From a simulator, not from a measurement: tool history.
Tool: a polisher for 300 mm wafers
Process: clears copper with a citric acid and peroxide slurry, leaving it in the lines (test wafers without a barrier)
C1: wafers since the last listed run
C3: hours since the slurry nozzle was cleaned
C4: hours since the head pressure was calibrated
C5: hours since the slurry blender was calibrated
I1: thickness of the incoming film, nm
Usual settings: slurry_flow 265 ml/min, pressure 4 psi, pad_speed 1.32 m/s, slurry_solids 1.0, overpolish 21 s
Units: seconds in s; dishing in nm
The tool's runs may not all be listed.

Run 1, hour 0.0: usual settings; C1 0; wafers polished on this pad 982; C3 355.6; C4 133.1; C5 120.3; I1 334.0. Result: seconds 111.4 s, dishing 48.0 nm.
Run 2, hour 80.4: usual settings; C1 931; wafers polished on this pad 1914; C3 436.0; C4 213.5; C5 200.7; I1 332.6. Result: seconds 114.7 s, dishing 46.0 nm.
At hour 157.6: head pressure recalibrated.
At hour 158.5: slurry nozzle cleaned.
At hour 171.9: worn pad replaced by a new one.
Run 3, hour 185.2: usual settings; C1 1134; wafers polished on this pad 153; C3 26.7; C4 27.6; C5 305.5; I1 331.9. Result: seconds 115.4 s, dishing 45.1 nm.
At hour 227.8: slurry blender recalibrated.
Run 4, hour 246.7: usual settings but slurry_solids 0.9; C1 689; wafers polished on this pad 842; C3 88.2; C4 89.1; C5 18.9; I1 325.0. Result: seconds 108.1 s, dishing 46.9 nm.
Run 5, hour 322.8: usual settings but slurry_solids 0.9; C1 881; wafers polished on this pad 1724; C3 164.3; C4 165.2; C5 95.0; I1 325.3. Result: seconds 108.1 s, dishing 47.4 nm.
Run 6, hour 368.8: usual settings but pad_speed 1.66 m/s; C1 532; wafers polished on this pad 2257; C3 210.3; C4 211.2; C5 141.0; I1 327.6. Result: seconds 87.8 s, dishing 54.7 nm.
At hour 406.5: worn pad replaced by a new one.
Run 7, hour 473.2: usual settings but pad_speed 1.66 m/s; C1 1163; wafers polished on this pad 772; C3 314.7; C4 315.6; C5 245.4; I1 332.1. Result: seconds 91.0 s, dishing 55.1 nm.
At hour 479.2: head pressure recalibrated.
Run 8, hour 539.1: usual settings but pad_speed 1.66 m/s; C1 740; wafers polished on this pad 1512; C3 380.6; C4 59.9; C5 311.3; I1 331.9. Result: seconds 94.5 s, dishing 52.7 nm.
At hour 574.8: slurry blender recalibrated.
Run 9, hour 605.0: usual settings but pad_speed 1.56 m/s; C1 740; wafers polished on this pad 2252; C3 446.5; C4 125.8; C5 30.2; I1 328.5. Result: seconds 92.4 s, dishing 52.5 nm.

Forecast run 10:
At hour 628.7: worn pad replaced by a new one.
Run 10, hour 710.0: usual settings but slurry_solids 0.9; C1 1169; wafers polished on this pad 941; C3 551.5; C4 230.8; C5 135.2; I1 336.2. Result: seconds ?, dishing ?.

Run 10 gave seconds 118.0 s, dishing 44.3 nm.
Without the tool's hidden state the same run would have given seconds 108.3 s, dishing 47.5 nm.
